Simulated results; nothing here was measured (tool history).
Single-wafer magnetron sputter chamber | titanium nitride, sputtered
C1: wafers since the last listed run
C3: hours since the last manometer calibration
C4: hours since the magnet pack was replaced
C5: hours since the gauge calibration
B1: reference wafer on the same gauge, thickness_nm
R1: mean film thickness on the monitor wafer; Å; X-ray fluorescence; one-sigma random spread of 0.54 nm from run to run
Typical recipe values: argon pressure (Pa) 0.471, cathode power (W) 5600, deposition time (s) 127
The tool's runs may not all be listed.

{"run": 1, "hour": 0.0, "argon pressure (Pa)": 0.471, "cathode power (W)": 5600, "deposition time (s)": 127, "C1": 0, "wafers on the sputter target": 518, "C3": 1703.3, "C4": 4250.1, "C5": 818.5, "B1": 117.078, "R1": 1375.44}
{"run": 2, "hour": 106.4, "argon pressure (Pa)": 0.471, "cathode power (W)": 5600, "deposition time (s)": 127, "C1": 1294, "wafers on the sputter target": 1812, "C3": 1809.7, "C4": 4356.5, "C5": 924.9, "B1": 117.073, "R1": 1379.59}
{"run": 3, "hour": 181.4, "argon pressure (Pa)": 0.471, "cathode power (W)": 5600, "deposition time (s)": 127, "C1": 912, "wafers on the sputter target": 2724, "C3": 1884.7, "C4": 4431.5, "C5": 999.9, "B1": 116.906, "R1": 1372.96}
{"run": 4, "hour": 251.5, "argon pressure (Pa)": 0.471, "cathode power (W)": 5600, "deposition time (s)": 127, "C1": 852, "wafers on the sputter target": 3577, "C3": 1954.8, "C4": 4501.6, "C5": 1070.0, "B1": 116.91, "R1": 1381.94}
{"hour": 275.5, "done": "sputter target and shields replaced"}
{"run": 5, "hour": 330.6, "argon pressure (Pa)": 0.471, "cathode power (W)": 5600, "deposition time (s)": 127, "C1": 864, "wafers on the sputter target": 670, "C3": 2033.9, "C4": 4580.7, "C5": 1149.1, "B1": 116.949, "R1": 1378.01}
{"run": 6, "hour": 392.7, "argon pressure (Pa)": 0.34, "cathode power (W)": 5600, "deposition time (s)": 127, "C1": 755, "wafers on the sputter target": 1426, "C3": 2096.0, "C4": 4642.8, "C5": 1211.2, "B1": 117.004, "R1": 1459.01}
{"hour": 443.8, "done": "gauge calibrated"}
{"hour": 506.6, "done": "capacitance manometer re-zeroed and calibrated"}
{"hour": 565.5, "done": "sputter target and shields replaced"}
{"hour": 587.4, "done": "magnet pack replaced"}
{"run": 7, "hour": 625.8, "argon pressure (Pa)": 0.34, "cathode power (W)": 5600, "deposition time (s)": 127, "C1": 2543, "wafers on the sputter target": 636, "C3": 119.2, "C4": 38.4, "C5": 182.0, "B1": 117.079, "R1": 1456.03}
{"run": 8, "hour": 729.0, "argon pressure (Pa)": 0.539, "cathode power (W)": 5600, "deposition time (s)": 149, "C1": 1255, "wafers on the sputter target": 1891, "C3": 222.4, "C4": 141.6, "C5": 285.2, "B1": 117.025, "R1": 1572.45}
{"hour": 845.0, "done": "sputter target and shields replaced"}
{"run": 9, "hour": 916.6, "argon pressure (Pa)": 0.471, "cathode power (W)": 5600, "deposition time (s)": 120, "C1": 2184, "wafers on the sputter target": 871, "C3": 410.0, "C4": 329.2, "C5": 472.8, "B1": 117.175, "R1": 1303.71}
{"run": 10, "hour": 998.9, "argon pressure (Pa)": 0.554, "cathode power (W)": 6400, "deposition time (s)": 148, "C1": 1001, "wafers on the sputter target": 1872, "C3": 492.3, "C4": 411.5, "C5": 555.1, "B1": 116.794, "R1": 1751.22}
{"run": 11, "hour": 1050.2, "argon pressure (Pa)": 0.649, "cathode power (W)": 6850, "deposition time (s)": 119, "C1": 624, "wafers on the sputter target": 2496, "C3": 543.6, "C4": 462.8, "C5": 606.4, "B1": 116.846, "R1": 1434.18}
{"run": 12, "hour": 1127.8, "argon pressure (Pa)": 0.471, "cathode power (W)": 5600, "deposition time (s)": 127, "C1": 944, "wafers on the sputter target": 3440, "C3": 621.2, "C4": 540.4, "C5": 684.0, "B1": 116.793, "R1": 1376.08}
{"hour": 1169.9, "done": "sputter target and shields replaced"}
{"run": 13, "hour": 1174.9, "argon pressure (Pa)": 0.313, "cathode power (W)": 5600, "deposition time (s)": 127, "C1": 475, "wafers on the sputter target": 60, "C3": 668.3, "C4": 587.5, "C5": 731.1, "B1": 117.135, "R1": 1470.11}
{"run": 14, "hour": 1250.0, "argon pressure (Pa)": 0.366, "cathode power (W)": 6000, "deposition time (s)": 106, "C1": 913, "wafers on the sputter target": 974, "C3": 743.4, "C4": 662.6, "C5": 806.2, "B1": 117.099, "R1": 1273.86}

Across each entry between runs, compare the hidden state at the last listed run before it with the hidden state at the first listed run after it:
Logged between run 4 and run 5: sputter target and shields replaced (hour 275.5)
  the hidden state is the same at both runs
Logged between run 6 and run 7: gauge calibrated (hour 443.8); capacitance manometer re-zeroed and calibrated (hour 506.6); sputter target and shields replaced (hour 565.5); magnet pack replaced (hour 587.4)
  the hidden state is the same at both runs
Logged between run 8 and run 9: sputter target and shields replaced (hour 845.0)
  the hidden state is the same at both runs
Logged between run 12 and run 13: sputter target and shields replaced (hour 1169.9)
  the hidden state is the same at both runs
